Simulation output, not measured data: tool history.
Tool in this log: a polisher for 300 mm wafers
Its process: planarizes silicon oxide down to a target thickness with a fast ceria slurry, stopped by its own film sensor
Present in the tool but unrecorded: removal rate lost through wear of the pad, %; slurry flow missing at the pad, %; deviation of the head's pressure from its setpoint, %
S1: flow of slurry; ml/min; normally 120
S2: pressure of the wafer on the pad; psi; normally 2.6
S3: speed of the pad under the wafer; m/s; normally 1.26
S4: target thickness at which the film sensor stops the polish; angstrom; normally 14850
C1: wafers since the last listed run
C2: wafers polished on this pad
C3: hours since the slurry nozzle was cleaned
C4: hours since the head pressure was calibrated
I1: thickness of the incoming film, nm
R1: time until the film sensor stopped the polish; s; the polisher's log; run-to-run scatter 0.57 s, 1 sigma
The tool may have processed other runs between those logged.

| run | day | S1 | S2 | S3 | S4 | C1 | C2 | C3 | C4 | I1 | R1 |
|---|---|---|---|---|---|---|---|---|---|---|---|
| 1 | 0 | 120 | 3.2 | 1.26 | 14850 | 0 | 909 | 515.8 | 1035.8 | 2820.1 | 59.9 |
| 2 | 0.275 | 140 | 2.6 | 1.48 | 14850 | 68 | 977 | 522.4 | 1042.4 | 2802.6 | 55.8 |
|  | 0.817 | worn pad replaced by a new one |
| 3 | 0.867 | 140 | 2.6 | 1.48 | 14850 | 105 | 12 | 536.6 | 1056.6 | 2775.8 | 52.2 |
| 4 | 1.388 | 140 | 2.6 | 1.48 | 14850 | 129 | 141 | 549.1 | 1069.1 | 2748.8 | 51.1 |
| 5 | 1.854 | 105 | 2.6 | 1.26 | 14850 | 115 | 257 | 560.3 | 1080.3 | 2779.8 | 66.4 |
| 6 | 2.592 | 105 | 2.6 | 1.26 | 14850 | 182 | 440 | 578 | 1098 | 2791.1 | 68.8 |
| 7 | 3.017 | 105 | 2.6 | 1.26 | 14850 | 105 | 545 | 588.2 | 1108.2 | 2746.1 | 67.1 |
| 8 | 3.721 | 120 | 2.2 | 0.94 | 14850 | 174 | 720 | 605.1 | 1125.1 | 2804.3 | 103.6 |
| 9 | 4.138 | 120 | 2.6 | 1.26 | 14850 | 103 | 823 | 615.1 | 1135.1 | 2759.4 | 67.1 |
|  | 4.462 | head pressure recalibrated |
| 10 | 4.646 | 120 | 2.6 | 1.26 | 14850 | 105 | 929 | 627.3 | 4.4 | 2739.4 | 67.6 |
|  | 4.942 | worn pad replaced by a new one |
| 11 | 5.071 | 150 | 2.6 | 1.26 | 14850 | 64 | 32 | 637.5 | 14.6 | 2747.8 | 60.2 |
| 12 | 5.654 | 120 | 2.6 | 1.58 | 11540 | 144 | 176 | 651.5 | 28.6 | 2750.6 | 64.2 |
| 13 | 6.112 | 120 | 2.6 | 1.26 | 14850 | 113 | 290 | 662.5 | 39.6 | 2746.8 | 63.4 |
| 14 | 6.446 | 120 | 1.8 | 1.4 | 14850 | 82 | 373 | 670.5 | 47.6 | 2774.8 | 72.7 |
| 15 | 6.975 | 120 | 2.6 | 1.62 | 11880 | 131 | 504 | 683.2 | 60.3 | 2750.9 | 63.3 |
|  | 7.358 | slurry nozzle cleaned |
| 16 | 7.725 | 150 | 3.1 | 1.44 | 13310 | 175 | 680 | 8.8 | 78.3 | 2752.7 | 52 |
| 17 | 8.429 | 85 | 2.6 | 1.14 | 14850 | 174 | 854 | 25.7 | 95.2 | 2784.2 | 77.3 |
| 18 | 8.846 | 150 | 2.6 | 1.64 | 17060 | 103 | 958 | 35.7 | 105.2 | 2805.4 | 39.6 |
| 19 | 9.142 | 150 | 2.6 | 1.26 | 14850 | 73 | 1031 | 42.8 | 112.3 | 2790.7 | 63 |
|  | 9.742 | worn pad replaced by a new one |
| 20 | 10.846 | 155 | 2.6 | 1.26 | 14850 | 381 | 274 | 83.7 | 153.2 | 2786.9 | 57.4 |
| 21 | 11.175 | 145 | 2.6 | 1.54 | 14850 | 81 | 355 | 91.6 | 161.1 | 2771.6 | 47.6 |
| 22 | 11.725 | 150 | 2.6 | 0.9 | 14850 | 136 | 492 | 104.8 | 174.3 | 2719.7 | 78.3 |

Each row is a separate what-if for the run after 22, all from the same tool condition, not one after another. Results?
| A | 11.742 | 120 | 2.6 | 1.26 | 17810 | 4 | 496 | 105.2 | 174.7 | 2758.5 | ? |
| B | 11.742 | 120 | 2 | 1.26 | 12400 | 4 | 496 | 105.2 | 174.7 | 2758.5 | ? |
| C | 11.742 | 120 | 2.6 | 1.26 | 10950 | 4 | 496 | 105.2 | 174.7 | 2758.5 | ? |
| D | 11.742 | 140 | 3.2 | 1.26 | 17910 | 4 | 496 | 105.2 | 174.7 | 2758.5 | ? |
| E | 11.742 | 155 | 2.9 | 0.88 | 16210 | 4 | 496 | 105.2 | 174.7 | 2758.5 | ? |

| run | R1 |
|---|---|
| A | 46.2 |
| B | 83.5 |
| C | 78.6 |
| D | 38.8 |
| E | 68.2 |
With no hidden state in the tool, these same runs would have given:
| run | R1 |
|---|---|
| A | 44.1 |
| B | 79.6 |
| C | 75 |
| D | 37 |
| E | 65.2 |
